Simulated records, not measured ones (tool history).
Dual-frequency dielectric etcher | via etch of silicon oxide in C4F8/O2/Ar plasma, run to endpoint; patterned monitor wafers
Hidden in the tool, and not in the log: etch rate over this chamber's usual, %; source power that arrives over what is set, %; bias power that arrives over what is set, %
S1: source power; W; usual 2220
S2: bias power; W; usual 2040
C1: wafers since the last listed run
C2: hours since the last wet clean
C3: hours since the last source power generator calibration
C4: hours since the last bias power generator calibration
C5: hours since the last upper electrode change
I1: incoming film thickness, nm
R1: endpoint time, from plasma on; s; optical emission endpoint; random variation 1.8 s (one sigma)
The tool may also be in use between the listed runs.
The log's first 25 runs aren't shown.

run 26 hour=349.7 | S1=2220 S2=1532 | C1=27 C2=19.5 C3=41.4 C4=273.3 C5=167.1 | I1=1799.8 | R1=401
run 27 hour=360 | S1=2220 S2=2040 | C1=31 C2=29.8 C3=51.7 C4=283.6 C5=177.4 | I1=1816.3 | R1=369.8
run 28 hour=375.5 | S1=2220 S2=2040 | C1=46 C2=45.3 C3=67.2 C4=299.1 C5=192.9 | I1=1809.1 | R1=370.3
run 29 hour=392.9 | S1=2030 S2=2390 | C1=52 C2=62.7 C3=84.6 C4=316.5 C5=210.3 | I1=1812.1 | R1=365.9
run 30 hour=399.1 | S1=2220 S2=2040 | C1=18 C2=68.9 C3=90.8 C4=322.7 C5=216.5 | I1=1799.1 | R1=373.2
run 31 hour=414.3 | S1=2460 S2=2457 | C1=45 C2=84.1 C3=106 C4=337.9 C5=231.7 | I1=1812 | R1=333.8
run 32 hour=430.7 | S1=2570 S2=1905 | C1=49 C2=100.5 C3=122.4 C4=354.3 C5=248.1 | I1=1798.9 | R1=353.4
run 33 hour=443.1 | S1=2220 S2=2040 | C1=37 C2=112.9 C3=134.8 C4=366.7 C5=260.5 | I1=1797.2 | R1=370.1

The next listed run, before its measurement:
run 34 hour=456.5 | S1=2040 S2=2210 | C1=40 C2=126.3 C3=148.2 C4=380.1 C5=273.9 | I1=1815.1 | R1=?

Run 34 gave R1 378.1 s.
Without the tool's hidden state the same run would have given R1 375.2 s.

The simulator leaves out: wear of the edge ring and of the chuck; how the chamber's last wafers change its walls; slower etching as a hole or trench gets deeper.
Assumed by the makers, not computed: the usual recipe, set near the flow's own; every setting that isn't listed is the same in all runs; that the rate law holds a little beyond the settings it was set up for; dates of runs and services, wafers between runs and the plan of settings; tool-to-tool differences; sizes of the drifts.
